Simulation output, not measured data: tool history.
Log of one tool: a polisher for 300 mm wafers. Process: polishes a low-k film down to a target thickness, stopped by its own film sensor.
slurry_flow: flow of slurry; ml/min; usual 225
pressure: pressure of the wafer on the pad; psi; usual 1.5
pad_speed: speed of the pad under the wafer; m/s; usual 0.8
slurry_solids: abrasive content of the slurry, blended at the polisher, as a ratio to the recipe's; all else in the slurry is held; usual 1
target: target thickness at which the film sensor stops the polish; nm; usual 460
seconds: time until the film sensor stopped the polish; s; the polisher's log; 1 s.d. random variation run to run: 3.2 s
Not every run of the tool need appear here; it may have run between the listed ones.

run,hour,slurry_flow,pressure,pad_speed,slurry_solids,target,"incoming thickness of the incoming film, nm",seconds
1,0,225,1.5,0.8,1,465,501.2,156.3
2,18.9,225,1.5,0.8,1,465,492.7,112.8
3,42.4,225,1.1,0.8,1,451,497.6,230.9
4,62.8,225,1.1,0.8,1,451,498.4,243.9
5,90.9,225,1.6,0.8,1,460,499.4,158
6,126.6,225,1.6,0.8,1,460,489.1,119.1
7,142.7,225,1.6,0.8,1,460,489.3,115.7
8,160,225,1.5,0.8,0.8,466,490.7,121.4
9,206.5,225,1.5,0.8,0.8,466,502.4,182
10,238.2,225,1.5,0.8,1,460,500.7,171.9
11,268.4,225,1.5,0.8,1,460,497.5,157.1
12,281.4,225,1.5,0.8,1,460,490.5,128.1
13,304.1,225,1.5,0.66,1.25,460,501.1,177.4
14,344.2,145,1,0.66,1,473,503.7,201.7
15,359.2,225,1.5,0.8,1,460,500.2,171.7
16,392.4,225,1.5,0.8,1,460,499.7,167.6
17,404.8,225,1.6,1.06,1,460,500,126.8
18,431.9,225,1.5,0.8,1,460,497.8,160.5
19,450,165,1.5,0.8,1,456,499.7,198
20,482.6,170,1.1,0.58,1,453,505.8,369.5
21,517.6,155,1.2,0.56,1,448,496.6,342.5
22,548,225,1.1,1.04,0.9,452,492.4,185.1
23,565.4,275,1.5,0.98,1,460,499.5,139.5
24,594,225,1.5,0.8,1,460,492.7,138.4

Between the runs listed above, the log contained 14 entries, not reproduced here. Where in the sequence does each belong, and how does what the log doesn't record of the tool's condition differ from the listed run before to the listed run after?
Logged between run 1 and run 2: conditioning disc replaced and pad reconditioned (hour 10.6)
  the hidden state is the same at both runs
Logged between run 5 and run 6: conditioning disc replaced and pad reconditioned (hour 113)
  the hidden state is the same at both runs
Logged between run 6 and run 7: slurry blender recalibrated (hour 133.9)
  the hidden state is the same at both runs
Logged between run 8 and run 9: worn pad replaced by a new one (hour 206)
  the hidden state is the same at both runs
Logged between run 9 and run 10: conditioning disc replaced and pad reconditioned (hour 219.3)
  the hidden state is the same at both runs
Logged between run 11 and run 12: slurry blender recalibrated (hour 278.1)
  the hidden state is the same at both runs
Logged between run 12 and run 13: slurry nozzle cleaned (hour 285.2)
  the hidden state is the same at both runs
Logged between run 13 and run 14: conditioning disc replaced and pad reconditioned (hour 326.3)
  the hidden state is the same at both runs
Logged between run 17 and run 18: slurry blender recalibrated (hour 421.4)
  the hidden state is the same at both runs
Logged between run 18 and run 19: worn pad replaced by a new one (hour 441.8); head pressure recalibrated (hour 445.8); conditioning disc replaced and pad reconditioned (hour 446.2)
  the hidden state is the same at both runs
Logged between run 21 and run 22: slurry blender recalibrated (hour 547.5)
  the hidden state is the same at both runs
Logged between run 22 and run 23: conditioning disc replaced and pad reconditioned (hour 564.5)
  the hidden state is the same at both runs

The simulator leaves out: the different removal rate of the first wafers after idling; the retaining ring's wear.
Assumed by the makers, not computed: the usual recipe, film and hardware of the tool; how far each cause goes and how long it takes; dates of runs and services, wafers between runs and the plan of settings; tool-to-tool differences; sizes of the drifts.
